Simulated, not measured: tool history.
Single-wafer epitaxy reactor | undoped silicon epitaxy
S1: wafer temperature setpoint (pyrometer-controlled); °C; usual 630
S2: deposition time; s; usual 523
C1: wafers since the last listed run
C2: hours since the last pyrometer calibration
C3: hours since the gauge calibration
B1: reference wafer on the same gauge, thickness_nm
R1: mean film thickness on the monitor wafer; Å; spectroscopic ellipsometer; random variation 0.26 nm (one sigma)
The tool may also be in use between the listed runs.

run	hour	S1	S2	C1	C2	C3	B1	R1
1	0.0	630	523	0	1768.4	367.6	59.530	567.86
2	154.6	630	523	359	1923.0	522.2	59.596	569.24
3	180.2	630	523	59	1948.6	547.8	59.611	564.31
4	213.3	630	523	77	1981.7	580.9	59.844	573.16
5	255.2	619	523	97	2023.6	622.8	59.732	431.19
6	296.9	619	523	97	2065.3	664.5	59.806	431.94
7	360.5	619	523	148	2128.9	728.1	59.808	429.28
8	550.1	630	523	441	2318.5	917.7	60.286	578.78
9	605.5	630	523	128	2373.9	973.1	60.354	581.23
10	632.0	630	523	61	2400.4	999.6	60.457	581.96
11	667.7	630	523	83	2436.1	1035.3	60.478	579.12
12	710.2	630	523	98	2478.6	1077.8	60.670	578.12
13	778.5	630	523	158	2546.9	1146.1	60.704	581.84
14	833.5	641	446	128	2601.9	1201.1	60.939	657.15
15	875.4	625	466	97	2643.8	1243.0	60.990	462.03
# hour 880.1: gauge calibrated
# hour 907.2: pyrometer calibrated
16	929.4	630	442	107	22.2	49.3	59.286	481.96
17	971.7	630	523	98	64.5	91.6	59.372	565.35
18	1007.1	630	523	82	99.9	127.0	59.250	567.00
19	1050.1	630	523	100	142.9	170.0	59.245	565.75
20	1109.5	630	523	138	202.3	229.4	59.248	568.20
21	1140.9	616	578	73	233.7	260.8	59.357	433.88
22	1194.8	644	565	125	287.6	314.7	59.322	877.33
23	1259.0	623	523	149	351.8	378.9	59.333	472.45
24	1285.7	619	572	62	378.5	405.6	59.374	466.26
25	1356.7	630	523	165	449.5	476.6	59.351	570.55
26	1390.4	616	523	78	483.2	510.3	59.489	392.66

Forecast each of these 3 alternatives for the next run:
A	1390.9	630	612	1	483.7	510.8	?	?
B	1390.9	634	611	1	483.7	510.8	?	?
C	1390.9	636	578	1	483.7	510.8	?	?

run	B1	R1
A	59.571	668.86
B	59.571	740.42
C	59.571	737.26
Without the tool's hidden state the same runs would have given:
run	R1
A	665.12
B	736.28
C	733.14

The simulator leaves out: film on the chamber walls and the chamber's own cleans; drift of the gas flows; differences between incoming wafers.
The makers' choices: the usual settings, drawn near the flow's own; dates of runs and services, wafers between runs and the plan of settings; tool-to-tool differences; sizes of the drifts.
